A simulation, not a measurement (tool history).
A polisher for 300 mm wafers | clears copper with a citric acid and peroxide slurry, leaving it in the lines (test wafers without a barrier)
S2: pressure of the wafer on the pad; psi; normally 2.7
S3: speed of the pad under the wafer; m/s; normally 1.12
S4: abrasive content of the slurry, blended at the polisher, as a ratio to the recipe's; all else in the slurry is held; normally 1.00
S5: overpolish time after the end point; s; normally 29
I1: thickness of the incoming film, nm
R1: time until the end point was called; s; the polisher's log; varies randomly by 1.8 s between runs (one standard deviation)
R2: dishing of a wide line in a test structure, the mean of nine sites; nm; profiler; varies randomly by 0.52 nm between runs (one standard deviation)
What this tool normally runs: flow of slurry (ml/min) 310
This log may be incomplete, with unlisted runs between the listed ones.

Run 1, hour 0.0: usual settings; I1 221.4. Result: R1 105.3 s, R2 40.3 nm.
Run 2, hour 41.7: usual settings; I1 220.2. Result: R1 102.7 s, R2 40.1 nm.
Run 3, hour 147.5: usual settings; I1 216.8. Result: R1 97.5 s, R2 39.9 nm.
Run 4, hour 190.3: usual settings but flow of slurry (ml/min) 335; I1 217.9. Result: R1 100.3 s, R2 41.1 nm.
Run 5, hour 259.0: usual settings but flow of slurry (ml/min) 375, S2 2.2 psi, S3 1.42 m/s, S5 37 s; I1 216.5. Result: R1 98.5 s, R2 49.6 nm.
Run 6, hour 349.2: usual settings; I1 219.9. Result: R1 101.3 s, R2 40.6 nm.
Run 7, hour 406.7: usual settings but S4 0.70; I1 221.7. Result: R1 107.0 s, R2 39.8 nm.
Run 8, hour 445.9: usual settings but S5 42 s; I1 223.0. Result: R1 101.0 s, R2 56.4 nm.
Run 9, hour 525.6: usual settings but S2 1.9 psi, S5 21 s; I1 218.3. Result: R1 134.5 s, R2 23.4 nm.
Run 10, hour 596.0: usual settings; I1 217.1. Result: R1 98.4 s, R2 43.3 nm.
Run 11, hour 671.6: usual settings; I1 219.8. Result: R1 107.4 s, R2 39.2 nm.
Run 12, hour 716.8: usual settings but S2 2.0 psi, S4 0.80; I1 217.9. Result: R1 147.2 s, R2 29.6 nm.
Run 13, hour 816.9: usual settings but S3 1.38 m/s, S4 0.90, S5 37 s; I1 216.9. Result: R1 84.2 s, R2 55.9 nm.
Run 14, hour 856.5: usual settings but S2 2.4 psi; I1 215.4. Result: R1 111.2 s, R2 36.7 nm.
Run 15, hour 925.0: usual settings but S3 1.02 m/s; I1 223.0. Result: R1 111.7 s, R2 38.6 nm.
Run 16, hour 978.9: usual settings but flow of slurry (ml/min) 400, S4 1.10; I1 222.7. Result: R1 100.8 s, R2 42.8 nm.
Run 17, hour 1022.2: usual settings but S5 43 s; I1 218.1. Result: R1 98.6 s, R2 56.9 nm.
Run 18, hour 1100.5: usual settings but flow of slurry (ml/min) 400, S3 1.32 m/s, S4 0.85; I1 220.9. Result: R1 86.0 s, R2 47.1 nm.
Run 19, hour 1169.1: usual settings but S2 3.0 psi, S5 23 s; I1 219.2. Result: R1 86.8 s, R2 38.0 nm.
Run 20, hour 1388.6: usual settings but flow of slurry (ml/min) 415; I1 217.6. Result: R1 93.5 s, R2 43.0 nm.
Run 21, hour 1474.4: usual settings but S2 3.5 psi, S4 0.75; I1 218.3. Result: R1 86.1 s, R2 48.4 nm.
Run 22, hour 1528.1: usual settings but flow of slurry (ml/min) 230, S3 0.96 m/s, S4 1.25; I1 222.3. Result: R1 114.6 s, R2 37.7 nm.
Run 23, hour 1632.8: usual settings but flow of slurry (ml/min) 240; I1 217.9. Result: R1 101.9 s, R2 40.9 nm.
Run 24, hour 1780.8: usual settings but flow of slurry (ml/min) 355, S2 2.0 psi, S3 1.36 m/s, S5 42 s; I1 217.8. Result: R1 109.0 s, R2 49.8 nm.
Run 25, hour 1840.3: usual settings but S2 3.3 psi; I1 219.5. Result: R1 81.5 s, R2 52.1 nm.
Run 26, hour 1895.5: usual settings but S2 3.4 psi, S4 1.15; I1 216.4. Result: R1 74.0 s, R2 52.9 nm.
Run 27, hour 1967.9: usual settings; I1 220.9. Result: R1 95.1 s, R2 42.3 nm.

Between the runs listed above, the log contained 8 entries, not reproduced here. Where in the sequence does each belong, and how does what the log doesn't record of the tool's condition differ from the listed run before to the listed run after?
Between runs 4 and 5: slurry blender recalibrated (hour 258.5)
  deviation of the head's pressure from its setpoint, %: 7.05 -> 7.92
  measured less the result without the state, R1: -6.9 -> -7.6 s; R2: +2.4 -> +3.0 nm
Between runs 5 and 6: worn pad replaced by a new one (hour 339.1)
  deviation of the head's pressure from its setpoint, %: 7.92 -> 8.78
  measured less the result without the state, R1: -7.6 -> -8.7 s; R2: +3.0 -> +2.8 nm
Between runs 10 and 11: head pressure recalibrated (hour 611.6); slurry nozzle cleaned (hour 612.7)
  deviation of the head's pressure from its setpoint, %: 10.1 -> 1.41
  measured less the result without the state, R1: -9.7 -> -1.4 s; R2: +3.5 -> +0.5 nm
Between runs 17 and 18: slurry blender recalibrated (hour 1046.7)
  deviation of the head's pressure from its setpoint, %: 8.7 -> 9.41
  measured less the result without the state, R1: -8.3 -> -7.9 s; R2: +3.8 -> +3.5 nm
Between runs 18 and 19: worn pad replaced by a new one (hour 1109.0)
  deviation of the head's pressure from its setpoint, %: 9.41 -> 9.88
  measured less the result without the state, R1: -7.9 -> -8.4 s; R2: +3.5 -> +3.0 nm
Between runs 20 and 21: head pressure recalibrated (hour 1397.3); slurry nozzle cleaned (hour 1460.7)
  deviation of the head's pressure from its setpoint, %: 10.8 -> 3.99
  measured less the result without the state, R1: -9.9 -> -3.4 s; R2: +3.6 -> +1.6 nm
